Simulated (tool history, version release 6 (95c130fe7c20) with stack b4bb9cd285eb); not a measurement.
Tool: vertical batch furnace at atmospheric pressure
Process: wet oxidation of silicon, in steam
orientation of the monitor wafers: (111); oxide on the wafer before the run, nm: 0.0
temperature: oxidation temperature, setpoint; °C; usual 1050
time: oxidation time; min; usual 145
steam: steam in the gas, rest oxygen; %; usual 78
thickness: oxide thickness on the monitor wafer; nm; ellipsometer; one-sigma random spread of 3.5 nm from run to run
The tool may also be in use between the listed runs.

run,day,temperature,time,steam,"read-back reference wafer on the same gauge, thickness",thickness
1,0,1050,145,78,995.16,836.64
2,1.083,1050,145,78,994.55,840.62
3,3.883,1050,145,78,991.3,835.75
4,5.621,1050,145,78,987.51,827.97
5,7.571,1059,145,83,986.1,890.39
# day 8.446: gauge calibrated
6,9.071,1059,145,83,1004.17,910.12
# day 11.512: steam generator serviced
# day 12.521: thermocouples replaced and temperature profile calibrated
7,12.542,1050,179.5,78,1001.71,949.66
8,13.446,1028,145,78,1001.42,771.5
9,15.108,1050,145,78,1002.5,842.21
10,17.058,1050,118,78,999.73,749.78
11,18.179,1073,145,71,999.53,865.95
12,20.629,1035,145,78,995.93,790.12
13,21.762,1026,145,78,994.92,767.51
14,23.112,1050,145,73,994.1,808.02

Below are 3 alternative next runs, each starting from the tool's condition after run 14. Predict each:
A,23.35,1050,169.5,78,?,?
B,23.35,1064,85,72,?,?
C,23.35,1071,78,90,?,?

run,"read-back reference wafer on the same gauge, thickness",thickness
A,993.32,914.3
B,993.32,632.23
C,993.32,699.73
Without the tool's hidden state the same runs would have given:
run,thickness
A,923.78
B,638.78
C,706.98
